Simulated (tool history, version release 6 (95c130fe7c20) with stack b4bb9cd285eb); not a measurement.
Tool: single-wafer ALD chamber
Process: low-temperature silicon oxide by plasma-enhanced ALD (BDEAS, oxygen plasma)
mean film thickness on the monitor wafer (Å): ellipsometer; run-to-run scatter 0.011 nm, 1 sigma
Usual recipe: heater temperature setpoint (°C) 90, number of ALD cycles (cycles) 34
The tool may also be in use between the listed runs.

run	hour	heater temperature setpoint (°C)	number of ALD cycles (cycles)	read-back reference wafer on the same gauge, thickness_nm	mean film thickness on the monitor wafer (Å)
1	0.0	90	34	3.966	44.38
2	12.1	90	34	3.967	44.42
3	25.4	90	34	3.966	44.34
4	34.4	90	31	3.965	40.34
5	42.3	90	31	3.965	40.49
# hour 79.9: thermocouple changed; heater temperature recalibrated
6	80.4	90	38	3.967	49.80
7	83.1	100	34	3.969	42.95
8	92.2	100	34	3.966	43.01
9	109.5	100	34	3.971	43.10

Run 10 comes next. What will it give?
10	123.9	77	30	?	?

read-back reference wafer on the same gauge, thickness_nm: 3.969
mean film thickness on the monitor wafer (Å): 40.85
Without the tool's hidden state the same run would have given mean film thickness on the monitor wafer (Å) 40.44.
